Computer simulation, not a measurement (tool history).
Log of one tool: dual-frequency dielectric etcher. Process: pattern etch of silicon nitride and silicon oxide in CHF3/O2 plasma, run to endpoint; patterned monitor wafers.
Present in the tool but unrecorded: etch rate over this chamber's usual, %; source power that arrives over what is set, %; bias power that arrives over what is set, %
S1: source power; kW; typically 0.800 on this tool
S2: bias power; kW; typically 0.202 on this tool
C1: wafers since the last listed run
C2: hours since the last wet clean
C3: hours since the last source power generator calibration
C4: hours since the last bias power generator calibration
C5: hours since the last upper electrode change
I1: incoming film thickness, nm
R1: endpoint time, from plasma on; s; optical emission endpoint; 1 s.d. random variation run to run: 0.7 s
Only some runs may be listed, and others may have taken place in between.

Run 1, hour 0.0: usual settings but S1 0.650 kW; C1 0; C2 110.4; C3 5229.9; C4 1242.3; C5 5208.8; I1 244.0. Result: R1 135.9 s.
Run 2, hour 89.4: usual settings but S1 0.650 kW; C1 452; C2 199.8; C3 5319.3; C4 1331.7; C5 5298.2; I1 242.9. Result: R1 135.5 s.
Run 3, hour 120.1: usual settings but S1 0.650 kW; C1 155; C2 230.5; C3 5350.0; C4 1362.4; C5 5328.9; I1 245.3. Result: R1 136.2 s.
Run 4, hour 134.2: usual settings but S1 0.850 kW; C1 71; C2 244.6; C3 5364.1; C4 1376.5; C5 5343.0; I1 242.7. Result: R1 121.1 s.
Run 5, hour 159.6: usual settings but S1 0.850 kW; C1 128; C2 270.0; C3 5389.5; C4 1401.9; C5 5368.4; I1 246.7. Result: R1 122.5 s.
Run 6, hour 175.0: usual settings but S1 0.850 kW; C1 77; C2 285.4; C3 5404.9; C4 1417.3; C5 5383.8; I1 246.8. Result: R1 123.1 s.
Run 7, hour 204.8: usual settings; C1 150; C2 315.2; C3 5434.7; C4 1447.1; C5 5413.6; I1 244.7. Result: R1 126.0 s.
Run 8, hour 240.3: usual settings; C1 179; C2 350.7; C3 5470.2; C4 1482.6; C5 5449.1; I1 244.5. Result: R1 125.0 s.
At hour 267.2: wet clean of the chamber.
Run 9, hour 269.7: usual settings; C1 27; C2 2.5; C3 5499.6; C4 1512.0; C5 5478.5; I1 246.3. Result: R1 126.6 s.
Run 10, hour 287.7: usual settings but S1 0.750 kW, S2 0.220 kW; C1 91; C2 20.5; C3 5517.6; C4 1530.0; C5 5496.5; I1 243.4. Result: R1 124.7 s.
Run 11, hour 305.7: usual settings but S1 0.750 kW, S2 0.220 kW; C1 91; C2 38.5; C3 5535.6; C4 1548.0; C5 5514.5; I1 248.0. Result: R1 127.8 s.
At hour 321.6: source power generator calibrated.
Run 12, hour 322.1: usual settings; C1 62; C2 54.9; C3 0.5; C4 1564.4; C5 5530.9; I1 242.5. Result: R1 123.5 s.
Run 13, hour 347.6: usual settings; C1 129; C2 80.4; C3 26.0; C4 1589.9; C5 5556.4; I1 248.3. Result: R1 127.3 s.
Run 14, hour 361.9: usual settings; C1 72; C2 94.7; C3 40.3; C4 1604.2; C5 5570.7; I1 243.8. Result: R1 125.4 s.
At hour 393.5: upper electrode replaced.
Run 15, hour 394.0: usual settings but S1 0.730 kW, S2 0.179 kW; C1 41; C2 126.8; C3 72.4; C4 1636.3; C5 0.5; I1 245.3. Result: R1 136.2 s.
Run 16, hour 405.7: usual settings but S1 0.860 kW, S2 0.235 kW; C1 59; C2 138.5; C3 84.1; C4 1648.0; C5 12.2; I1 247.0. Result: R1 116.4 s.
Run 17, hour 438.6: usual settings but S1 0.690 kW; C1 166; C2 171.4; C3 117.0; C4 1680.9; C5 45.1; I1 244.7. Result: R1 133.7 s.
Run 18, hour 469.1: usual settings; C1 154; C2 201.9; C3 147.5; C4 1711.4; C5 75.6; I1 246.8. Result: R1 126.0 s.
Run 19, hour 492.6: usual settings but S1 0.950 kW, S2 0.237 kW; C1 119; C2 225.4; C3 171.0; C4 1734.9; C5 99.1; I1 246.0. Result: R1 110.8 s.
Run 20, hour 517.8: usual settings but S1 0.860 kW; C1 127; C2 250.6; C3 196.2; C4 1760.1; C5 124.3; I1 247.2. Result: R1 122.0 s.
Run 21, hour 542.6: usual settings but S1 0.640 kW, S2 0.158 kW; C1 125; C2 275.4; C3 221.0; C4 1784.9; C5 149.1; I1 248.1. Result: R1 151.0 s.
Run 22, hour 577.9: usual settings; C1 178; C2 310.7; C3 256.3; C4 1820.2; C5 184.4; I1 245.9. Result: R1 125.9 s.
At hour 589.9: bias power generator calibrated.
At hour 628.9: wet clean of the chamber.
Run 23, hour 629.4: usual settings but S1 0.940 kW, S2 0.180 kW; C1 119; C2 0.5; C3 307.8; C4 39.5; C5 235.9; I1 244.1. Result: R1 120.5 s.
Run 24, hour 629.8: usual settings but S1 0.970 kW, S2 0.186 kW; C1 2; C2 0.9; C3 308.2; C4 39.9; C5 236.3; I1 247.0. Result: R1 119.4 s.
Run 25, hour 657.0: usual settings but S1 0.880 kW, S2 0.238 kW; C1 137; C2 28.1; C3 335.4; C4 67.1; C5 263.5; I1 246.4. Result: R1 115.9 s.
Run 26, hour 686.6: usual settings but S1 0.940 kW, S2 0.180 kW; C1 149; C2 57.7; C3 365.0; C4 96.7; C5 293.1; I1 246.2. Result: R1 122.7 s.
Run 27, hour 708.3: usual settings but S2 0.176 kW; C1 109; C2 79.4; C3 386.7; C4 118.4; C5 314.8; I1 247.4. Result: R1 132.6 s.
Run 28, hour 721.0: usual settings but S1 0.640 kW, S2 0.234 kW; C1 64; C2 92.1; C3 399.4; C4 131.1; C5 327.5; I1 248.1. Result: R1 132.3 s.
Run 29, hour 741.6: usual settings but S1 0.750 kW, S2 0.220 kW; C1 104; C2 112.7; C3 420.0; C4 151.7; C5 348.1; I1 245.1. Result: R1 124.9 s.
Run 30, hour 758.3: usual settings but S1 0.610 kW, S2 0.239 kW; C1 84; C2 129.4; C3 436.7; C4 168.4; C5 364.8; I1 245.1. Result: R1 133.4 s.
Run 31, hour 770.9: usual settings but S1 0.910 kW, S2 0.183 kW; C1 63; C2 142.0; C3 449.3; C4 181.0; C5 377.4; I1 246.3. Result: R1 123.2 s.
Run 32, hour 806.3: usual settings but S1 0.730 kW; C1 179; C2 177.4; C3 484.7; C4 216.4; C5 412.8; I1 243.6. Result: R1 129.3 s.
Run 33, hour 841.5: usual settings but S1 0.600 kW, S2 0.217 kW; C1 178; C2 212.6; C3 519.9; C4 251.6; C5 448.0; I1 248.3. Result: R1 139.6 s.
Run 34, hour 875.1: usual settings but S1 0.920 kW, S2 0.174 kW; C1 170; C2 246.2; C3 553.5; C4 285.2; C5 481.6; I1 245.7. Result: R1 124.6 s.
Run 35, hour 962.1: usual settings; C1 440; C2 333.2; C3 640.5; C4 372.2; C5 568.6; I1 247.2. Result: R1 127.2 s.

Below are 4 alternative next runs, each starting from the tool's condition after run 35. Predict each:
Run A, hour 962.6: usual settings but S2 0.182 kW; C1 2; C2 333.7; C3 641.0; C4 372.7; C5 569.1; I1 243.7. Result: R1 ?.
Run B, hour 962.6: usual settings but S1 0.650 kW, S2 0.241 kW; C1 2; C2 333.7; C3 641.0; C4 372.7; C5 569.1; I1 243.7. Result: R1 ?.
Run C, hour 962.6: usual settings but S1 0.600 kW, S2 0.231 kW; C1 2; C2 333.7; C3 641.0; C4 372.7; C5 569.1; I1 243.7. Result: R1 ?.
Run D, hour 962.6: usual settings but S1 0.860 kW, S2 0.186 kW; C1 2; C2 333.7; C3 641.0; C4 372.7; C5 569.1; I1 243.7. Result: R1 ?.

run     R1
  A  129.2
  B  128.4
  C  134.9
  D  124.4
The same runs, with their run-to-run variation unchanged, on a tool lacking any hidden condition would have given:
run     R1
  A  129.2
  B  128.4
  C  134.9
  D  124.4
